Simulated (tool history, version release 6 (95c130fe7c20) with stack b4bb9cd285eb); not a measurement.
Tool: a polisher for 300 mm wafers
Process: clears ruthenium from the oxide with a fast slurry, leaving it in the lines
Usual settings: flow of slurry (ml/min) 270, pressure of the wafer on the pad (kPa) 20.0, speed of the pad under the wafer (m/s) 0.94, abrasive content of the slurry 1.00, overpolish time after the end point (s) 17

run,hour,flow of slurry (ml/min),pressure of the wafer on the pad (kPa),speed of the pad under the wafer (m/s),abrasive content of the slurry,overpolish time after the end point (s),"incoming thickness of the incoming film, nm",time until the end point was called (s),dishing of a wide line in a test structure (Å)
1,0.0,270,20.0,0.94,1.00,17,305.4,95.0,409
2,14.4,270,20.0,0.94,1.00,17,306.5,96.8,394
3,26.4,270,20.0,0.94,1.00,13,306.7,98.6,314
4,32.8,270,20.0,0.94,1.00,13,315.9,100.2,316
5,44.1,270,20.0,0.94,1.00,13,312.3,100.9,313
6,54.7,335,20.0,0.94,1.00,17,305.4,95.3,408
7,69.4,335,20.0,0.94,1.00,17,314.9,100.1,402
8,120.3,270,20.0,0.94,1.00,17,305.9,94.0,411
9,135.3,270,20.0,0.94,1.00,17,312.5,96.7,395
10,144.1,270,20.0,0.94,0.80,17,305.8,104.8,366
11,161.2,270,20.0,0.94,0.80,17,309.5,108.0,375
12,168.7,295,17.2,0.94,1.00,12,313.8,114.7,274
13,175.1,245,13.8,0.94,0.85,24,309.1,143.0,390
14,192.0,210,25.5,1.24,0.75,17,314.0,74.1,482
15,209.6,195,25.5,0.70,1.25,17,315.4,95.0,417
16,226.0,270,20.0,0.94,1.00,13,304.5,97.4,318
17,268.2,270,20.0,0.94,1.00,17,308.8,101.1,398
18,275.1,330,20.0,0.94,0.80,17,310.5,107.1,369
19,283.4,270,17.9,1.24,1.00,17,308.2,89.8,433
20,294.0,270,20.0,0.94,1.00,11,316.0,96.9,290
21,301.7,270,20.0,0.94,1.10,11,311.8,91.8,285
22,308.2,270,13.8,0.94,1.00,14,307.9,126.2,271
23,326.1,270,20.0,0.94,1.00,17,303.8,94.6,403
24,337.6,270,17.9,1.06,1.00,17,306.9,96.7,392
25,352.1,270,20.0,0.94,1.00,17,314.3,98.5,386
26,367.9,335,15.9,0.94,1.00,13,311.2,116.2,278
27,378.0,270,15.2,0.94,1.00,17,313.5,124.1,327
28,385.0,270,20.0,0.94,1.00,17,308.2,100.6,392
29,395.5,270,20.0,0.94,1.00,13,308.7,100.5,309
30,404.4,330,20.0,0.94,1.00,22,315.1,94.2,506

Taken out of this log: 7 entries between the listed runs. Where each belongs, and how the hidden state differs across it:
Between runs 7 and 8: worn pad replaced by a new one (hour 77.7)
  removal rate lost through wear of the pad, %: 5.82 -> 2.65
  measured less the result without the state, time until the end point was called (s): +5.9 -> +2.5; dishing of a wide line in a test structure (Å): -19 -> -9
Between runs 13 and 14: worn pad replaced by a new one (hour 179.9)
  removal rate lost through wear of the pad, %: 5.77 -> 0.779
  measured less the result without the state, time until the end point was called (s): +8.2 -> +0.6; dishing of a wide line in a test structure (Å): -18 -> -2
Between runs 16 and 17: head pressure recalibrated (hour 265.3)
  removal rate lost through wear of the pad, %: 2.71 -> 5.11
  measured less the result without the state, time until the end point was called (s): +2.6 -> +5.2; dishing of a wide line in a test structure (Å): -7 -> -16
Between runs 17 and 18: slurry blender recalibrated (hour 274.6)
  removal rate lost through wear of the pad, %: 5.11 -> 5.5
  measured less the result without the state, time until the end point was called (s): +5.2 -> +5.8; dishing of a wide line in a test structure (Å): -16 -> -17
Between runs 19 and 20: worn pad replaced by a new one (hour 290.4)
  removal rate lost through wear of the pad, %: 5.97 -> 0.304
  measured less the result without the state, time until the end point was called (s): +5.4 -> +0.3; dishing of a wide line in a test structure (Å): -21 -> -1
Between runs 21 and 22: slurry nozzle cleaned (hour 306.2)
  removal rate lost through wear of the pad, %: 0.741 -> 1.11
  measured less the result without the state, time until the end point was called (s): +0.7 -> +1.4; dishing of a wide line in a test structure (Å): -1 -> -3
Between runs 29 and 30: worn pad replaced by a new one (hour 400.3)
  removal rate lost through wear of the pad, %: 6.07 -> 0.599
  measured less the result without the state, time until the end point was called (s): +6.1 -> +0.5; dishing of a wide line in a test structure (Å): -16 -> -2
